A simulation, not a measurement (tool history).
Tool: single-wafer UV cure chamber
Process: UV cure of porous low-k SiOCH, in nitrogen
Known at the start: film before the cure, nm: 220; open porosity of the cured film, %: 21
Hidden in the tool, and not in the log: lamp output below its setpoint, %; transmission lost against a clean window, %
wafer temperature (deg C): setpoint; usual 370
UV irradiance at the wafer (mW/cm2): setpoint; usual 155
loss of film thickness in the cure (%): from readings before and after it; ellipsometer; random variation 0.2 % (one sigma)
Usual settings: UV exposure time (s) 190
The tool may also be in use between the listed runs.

run     day  wafer temperature (deg C)  UV exposure time (s)  UV irradiance at the wafer (mW/cm2)  wafers since the last listed run  hours since the UV bulbs were replaced  wafers since the quartz window was cleaned  loss of film thickness in the cure (%)
  1       0                        370                   190                                  155                                 0                                  1098.8                                         221                                  11.107
  2   3.175                        370                   190                                  155                               416                                    1175                                         637                                  10.883
  3   7.412                        370                   190                                  155                               555                                  1276.7                                        1193                                  10.694
  4  10.921                        370                   260                                  145                               460                                  1360.9                                        1654                                  11.483
  5  12.438                        370                   260                                  145                               198                                  1397.3                                        1853                                  11.596
  6  15.612                        370                   260                                  145                               416                                  1473.5                                        2269                                   11.75
  7  18.712                        370                   190                                  163                               406                                  1547.9                                        2676                                  10.442
     22.712  -- quartz window cleaned
     23.012  -- UV bulbs replaced
  8  23.033                        370                   190                                  155                               483                                     0.5                                           2                                  11.721
  9  26.012                        370                   190                                  155                               390                                      72                                         393                                  11.394
 10  29.162                        370                   190                                  155                               413                                   147.6                                         807                                   11.37
 11  31.446                        378                   190                                  155                               299                                   202.4                                        1106                                  11.486
 12  34.238                        370                   135                                  172                               366                                   269.4                                        1472                                  10.317
 13  38.496                        384                   240                                  155                               558                                   371.6                                        2031                                  12.607
 14   41.35                        384                   240                                  155                               374                                   440.1                                        2405                                  12.331
 15  43.946                        379                   190                                  155                               340                                   502.4                                        2746                                  11.729
 16  46.921                        356                   220                                  155                               390                                   573.8                                        3136                                  11.764
     48.308  -- quartz window cleaned
 17  51.071                        382                   120                                  122                               500                                   673.4                                         362                                   8.604
 18  55.158                        387                   240                                  143                               536                                   771.5                                         898                                  12.206
 19  58.704                        370                   190                                  155                               465                                   856.6                                        1364                                  11.052
 20  62.612                        359                   190                                  173                               512                                   950.4                                        1876                                  11.408
 21  65.792                        370                   115                                  140                               417                                  1026.7                                        2293                                   8.629
 22   70.25                        370                   190                                  155                               584                                  1133.7                                        2878                                  11.315

Forecast each of these 5 alternatives for the next run:
  A  70.271                        370                   190                                  155                                 2                                  1134.2                                        2881                                       ?
  B  70.271                        386                   265                                  138                                 2                                  1134.2                                        2881                                       ?
  C  70.271                        390                   190                                  155                                 2                                  1134.2                                        2881                                       ?
  D  70.271                        378                   150                                  176                                 2                                  1134.2                                        2881                                       ?
  E  70.271                        358                   190                                  155                                 2                                  1134.2                                        2881                                       ?

run  loss of film thickness in the cure (%)
  A                                  10.923
  B                                  12.098
  C                                  11.259
  D                                  10.611
  E                                  10.712
Without the tool's hidden state the same runs would have given:
run  loss of film thickness in the cure (%)
  A                                  11.453
  B                                  12.641
  C                                  11.794
  D                                  11.138
  E                                   11.24
